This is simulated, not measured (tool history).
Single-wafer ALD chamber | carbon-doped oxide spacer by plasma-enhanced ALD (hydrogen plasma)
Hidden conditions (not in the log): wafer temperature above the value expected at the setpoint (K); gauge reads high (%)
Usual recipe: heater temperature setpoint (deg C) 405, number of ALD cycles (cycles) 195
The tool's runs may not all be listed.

run,hour,heater temperature setpoint (deg C),number of ALD cycles (cycles),wafers since the last listed run,hours since the last thermocouple change,hours since the gauge calibration,"read-back reference wafer on the same gauge, thickness_nm",mean film thickness on the monitor wafer (Å)
1,0,405,195,0,2803.5,446.1,10.425,101.41
# hour 25.5: gauge calibrated
2,30.5,405,195,39,2834,5,10.299,100.63
3,39.3,405,195,11,2842.8,13.8,10.304,100.62
4,49.2,405,195,12,2852.7,23.7,10.312,100.91
5,60.5,405,195,14,2864,35,10.319,100.88
6,77.1,405,195,21,2880.6,51.6,10.325,101.39
7,94.8,405,195,22,2898.3,69.3,10.339,101.76
8,105.9,410,195,14,2909.4,80.4,10.335,99.28
9,116.7,410,195,13,2920.2,91.2,10.348,99.36
10,131.9,410,195,19,2935.4,106.4,10.354,99.59
11,141.9,411,224,12,2945.4,116.4,10.358,114.08
12,150.3,400,195,10,2953.8,124.8,10.361,103.02
13,156.8,405,195,8,2960.3,131.3,10.356,101.41
14,171.5,405,195,19,2975,146,10.367,101.22
15,186.5,405,195,19,2990,161,10.377,101.11
16,192.6,412,176,7,2996.1,167.1,10.374,89.69
17,209.3,405,195,21,3012.8,183.8,10.379,101.38
18,218.9,405,195,12,3022.4,193.4,10.385,101.9
19,236.4,405,195,22,3039.9,210.9,10.38,101.63
20,248.8,405,195,16,3052.3,223.3,10.384,101.48
21,262.3,395,195,17,3065.8,236.8,10.384,103.34
22,274.8,395,195,16,3078.3,249.3,10.39,103.26
23,286.6,405,195,15,3090.1,261.1,10.392,102.04
24,300.8,420,219,18,3104.3,275.3,10.393,108.03
25,315.5,405,227,19,3119,290,10.395,118.47
26,326.3,398,183,13,3129.8,300.8,10.395,96.74
27,341.1,405,195,19,3144.6,315.6,10.402,101.7
28,357.3,410,195,20,3160.8,331.8,10.403,100.28
29,373.4,391,195,20,3176.9,347.9,10.405,103.48
30,390.9,413,234,22,3194.4,365.4,10.406,118.69
31,407.8,405,170,21,3211.3,382.3,10.408,88.52
32,420.4,411,222,16,3223.9,394.9,10.402,113.2
33,429.1,405,195,11,3232.6,403.6,10.402,101.78
34,444.9,405,195,20,3248.4,419.4,10.413,101.94
35,460.8,405,215,20,3264.3,435.3,10.41,112.1
# hour 476.6: thermocouple changed; heater temperature recalibrated
36,477.5,395,177,11,0.9,452,10.411,93.86
# hour 479.2: gauge calibrated
37,487.4,396,195,12,10.8,8.2,10.318,101.99
38,503.8,405,195,21,27.2,24.6,10.328,101.44
39,515.2,405,195,14,38.6,36,10.338,101.65
40,527.7,392,195,16,51.1,48.5,10.343,102.5
41,545.2,415,159,22,68.6,66,10.356,79.93
42,595.4,405,182,64,118.8,116.2,10.375,94.46
43,610.9,390,195,20,134.3,131.7,10.377,103.06
44,626.9,405,209,20,150.3,147.7,10.383,108.45
45,642.5,413,219,20,165.9,163.3,10.387,110.89
46,651.4,398,176,11,174.8,172.2,10.385,93.39

The logged runs with the hidden state left out (each run's random variation unchanged):
run,mean film thickness on the monitor wafer (Å)
1,100.24
2,100.64
3,100.57
4,100.8
5,100.71
6,101.12
7,101.4
8,98.88
9,98.92
10,99.09
11,113.46
12,102.43
13,100.81
14,100.58
15,100.42
16,89.07
17,100.62
18,101.12
19,100.81
20,100.64
21,102.46
22,102.36
23,101.13
24,107.04
25,117.36
26,95.82
27,100.72
28,99.3
29,102.45
30,117.48
31,87.61
32,112.02
33,100.71
34,100.86
35,110.91
36,92.85
37,101.81
38,101.16
39,101.3
40,102.08
41,79.53
42,93.79
43,102.28
44,107.57
45,109.95
46,92.57
